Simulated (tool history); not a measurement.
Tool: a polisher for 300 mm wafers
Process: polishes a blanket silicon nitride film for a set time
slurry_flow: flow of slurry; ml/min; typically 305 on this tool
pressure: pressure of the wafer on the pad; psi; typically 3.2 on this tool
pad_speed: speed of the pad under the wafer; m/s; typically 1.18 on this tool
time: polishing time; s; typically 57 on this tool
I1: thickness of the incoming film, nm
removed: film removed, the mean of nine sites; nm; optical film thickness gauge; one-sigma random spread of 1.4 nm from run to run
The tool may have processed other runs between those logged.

run 1 hour=0 | slurry_flow=305 pressure=3.2 pad_speed=1.18 time=57 | I1=609.9 | removed=107.8
run 2 hour=9.1 | slurry_flow=305 pressure=3.2 pad_speed=1.18 time=57 | I1=607.7 | removed=108.5
run 3 hour=15.3 | slurry_flow=305 pressure=3.2 pad_speed=1.18 time=57 | I1=609.6 | removed=109.1
run 4 hour=30.2 | slurry_flow=305 pressure=3.2 pad_speed=1.18 time=57 | I1=614.4 | removed=108.5
run 5 hour=44.7 | slurry_flow=305 pressure=2.5 pad_speed=1.18 time=57 | I1=612.1 | removed=95.1
run 6 hour=59.7 | slurry_flow=305 pressure=2.5 pad_speed=1.18 time=57 | I1=616.1 | removed=90.6
run 7 hour=74.3 | slurry_flow=305 pressure=2.5 pad_speed=1.18 time=57 | I1=617.8 | removed=91.3
run 8 hour=89.5 | slurry_flow=380 pressure=3.2 pad_speed=1.18 time=57 | I1=615.5 | removed=106.1
-- hour=98.6 worn pad replaced by a new one
run 9 hour=106.8 | slurry_flow=380 pressure=3.2 pad_speed=1.18 time=57 | I1=610.5 | removed=113
run 10 hour=121 | slurry_flow=305 pressure=3.2 pad_speed=1.18 time=57 | I1=606 | removed=110.1
run 11 hour=134.6 | slurry_flow=305 pressure=3.2 pad_speed=1.18 time=57 | I1=612.9 | removed=107.9
run 12 hour=151.8 | slurry_flow=305 pressure=3.2 pad_speed=1.18 time=57 | I1=614.8 | removed=105.6
run 13 hour=168.7 | slurry_flow=305 pressure=3.2 pad_speed=1.18 time=57 | I1=609.1 | removed=107.3
-- hour=186.9 worn pad replaced by a new one
run 14 hour=187.4 | slurry_flow=305 pressure=3.2 pad_speed=1.18 time=57 | I1=613.3 | removed=115.2
run 15 hour=193.9 | slurry_flow=305 pressure=3.2 pad_speed=1.18 time=53 | I1=606.3 | removed=104
run 16 hour=210.5 | slurry_flow=305 pressure=3.2 pad_speed=1.18 time=53 | I1=604.9 | removed=104.3
run 17 hour=223.3 | slurry_flow=305 pressure=3.2 pad_speed=1.18 time=57 | I1=609.8 | removed=109.3
run 18 hour=233.7 | slurry_flow=305 pressure=3.2 pad_speed=1.6 time=67 | I1=611.2 | removed=160.5
-- hour=244.8 head pressure recalibrated
run 19 hour=247.5 | slurry_flow=305 pressure=3.9 pad_speed=1.18 time=70 | I1=608.6 | removed=151
run 20 hour=254.9 | slurry_flow=345 pressure=3.2 pad_speed=1.18 time=57 | I1=609.4 | removed=106.5
run 21 hour=261.9 | slurry_flow=305 pressure=3.2 pad_speed=1.18 time=57 | I1=615 | removed=107.9
run 22 hour=289.4 | slurry_flow=305 pressure=2.8 pad_speed=1.44 time=57 | I1=617.7 | removed=112.3
-- hour=295.8 worn pad replaced by a new one
run 23 hour=306.6 | slurry_flow=305 pressure=3.7 pad_speed=1.18 time=57 | I1=607.9 | removed=123.9
run 24 hour=312.6 | slurry_flow=305 pressure=3.2 pad_speed=1.48 time=57 | I1=622 | removed=132.3
run 25 hour=325.3 | slurry_flow=220 pressure=4.3 pad_speed=1.4 time=57 | I1=606.3 | removed=143.8
-- hour=327 slurry nozzle cleaned
run 26 hour=334.7 | slurry_flow=240 pressure=3.2 pad_speed=1.18 time=73 | I1=606 | removed=139.5
run 27 hour=343.6 | slurry_flow=305 pressure=2.8 pad_speed=1.18 time=57 | I1=611.1 | removed=101.7
run 28 hour=359 | slurry_flow=260 pressure=3.2 pad_speed=1.4 time=57 | I1=615.6 | removed=121.4
run 29 hour=371.7 | slurry_flow=275 pressure=2.1 pad_speed=1.34 time=73 | I1=609.9 | removed=115.8
-- hour=385.7 worn pad replaced by a new one
run 30 hour=386.2 | slurry_flow=305 pressure=3.2 pad_speed=1.42 time=57 | I1=605.1 | removed=128.1
run 31 hour=396.3 | slurry_flow=365 pressure=3.2 pad_speed=1 time=57 | I1=611 | removed=100.2
run 32 hour=411.9 | slurry_flow=305 pressure=3.2 pad_speed=1.18 time=57 | I1=609.1 | removed=109.4
run 33 hour=427.9 | slurry_flow=305 pressure=3.2 pad_speed=1.18 time=63 | I1=609.5 | removed=121.1
run 34 hour=437.5 | slurry_flow=305 pressure=3.2 pad_speed=1.18 time=57 | I1=609.7 | removed=108.5
run 35 hour=443.6 | slurry_flow=350 pressure=2.2 pad_speed=1.54 time=67 | I1=604.2 | removed=129
run 36 hour=453 | slurry_flow=335 pressure=4 pad_speed=1.18 time=57 | I1=613.2 | removed=121.2

Selected run-to-run steps in removed, each split into two signed amounts: the part the tool would show with no hidden state at all (from settings, incoming material and random variation), and the remainder, which goes to the hidden state together with any gauge scatter not common to the measured and the hidden-state-free results:
The hidden state here: removal rate lost through wear of the pad, %; slurry flow missing at the pad, %; deviation of the head's pressure from its setpoint, %.
Run 8 -> 9: worn pad replaced by a new one. removed +6.9 nm: hidden state +8.6, all else -1.7.
Run 13 -> 14: worn pad replaced by a new one. removed +7.9 nm: hidden state +7.1, all else +0.8.
Run 17 -> 18: pad_speed 1.18 -> 1.6, time 57 -> 67. removed +51.2 nm: hidden state -3.3, all else +54.5.
Run 19 -> 20: slurry_flow 305 -> 345, pressure 3.9 -> 3.2, time 70 -> 57. removed -44.5 nm: hidden state +1.9, all else -46.4.
Run 22 -> 23: pressure 2.8 -> 3.7, pad_speed 1.44 -> 1.18, worn pad replaced by a new one. removed +11.6 nm: hidden state +9.4, all else +2.2.
Run 26 -> 27: slurry_flow 240 -> 305, pressure 3.2 -> 2.8, time 73 -> 57. removed -37.8 nm: hidden state +0.5, all else -38.3.
